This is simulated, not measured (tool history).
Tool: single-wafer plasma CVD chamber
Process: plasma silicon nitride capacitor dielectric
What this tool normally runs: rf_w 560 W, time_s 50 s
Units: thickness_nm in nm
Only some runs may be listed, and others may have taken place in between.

run,hour,rf_w,time_s,"read-back reference wafer on the same gauge, thickness_nm",thickness_nm
1,0,560,50,60.773,74.587
2,18.5,560,50,60.777,73.486
3,32.5,560,50,60.802,73.91
4,49.1,560,52.4,60.804,78.495
5,84.4,560,52.4,60.787,76.601
6,97.4,560,50,60.838,73.613
7,122.9,560,50,60.813,74.397
8,149.6,560,50,60.836,73.838
9,172.8,560,50,60.831,74.733
10,202.7,560,50,60.807,73.951
11,217.1,560,50,60.75,73.46
12,234.9,560,50,60.841,73.274
13,251.6,560,50,60.744,74.002
14,277.4,560,50,60.829,73.729
15,292.7,560,50,60.829,72.666
16,309,560,50,60.754,73.037
17,333.3,585,50,60.861,74.997
18,358.5,585,50,60.876,74.144
# hour 382.8: gauge calibrated
19,389.1,585,50,60.907,75.041
20,407.6,560,50,60.738,73.335
21,443.1,560,50,60.752,73.085
22,462.3,560,50,60.798,72.722
23,485.4,560,50,60.809,72.763
# hour 497.3: showerhead replaced
# hour 499.7: RF generator calibrated
24,500.2,595,59.5,60.818,91.716
25,533.8,560,50,60.821,75.394
26,559.6,455,47,60.776,65.35
27,584.1,595,53.4,60.869,81.509
28,616.3,465,45.4,60.747,63.405
29,640.5,560,50,60.781,75.199
30,657.8,605,55.9,60.834,85.397
31,680.4,560,50,60.805,75.636
32,701,520,44.8,60.814,65.138
33,730.6,605,44.5,60.788,68.867
34,743.4,560,45.5,60.815,67.863
35,758.9,625,46.1,60.851,72.086
36,783.6,560,44.6,60.741,66.501
37,809.5,505,42.2,60.796,60.544
38,826.7,465,59.8,60.821,82.725
39,840.6,495,47.3,60.876,67.6
40,868.5,560,50,60.749,74.926
41,890.6,510,50,60.779,71.796
42,909.8,625,45.2,60.719,69.967
43,930.5,660,42.4,60.726,67.521
44,944.9,500,60,60.819,85.092
45,980.5,655,45.4,60.838,71.84

3 options for the next run, each taken on its own from the tool as it stands now. Forecast them:
A,980.9,560,46.6,?,?
B,980.9,460,57.2,?,?
C,980.9,620,44.2,?,?

run,"read-back reference wafer on the same gauge, thickness_nm",thickness_nm
A,60.822,69.33
B,60.822,78.572
C,60.822,68.399
Without the tool's hidden state the same runs would have given:
run,thickness_nm
A,70.564
B,79.97
C,69.616
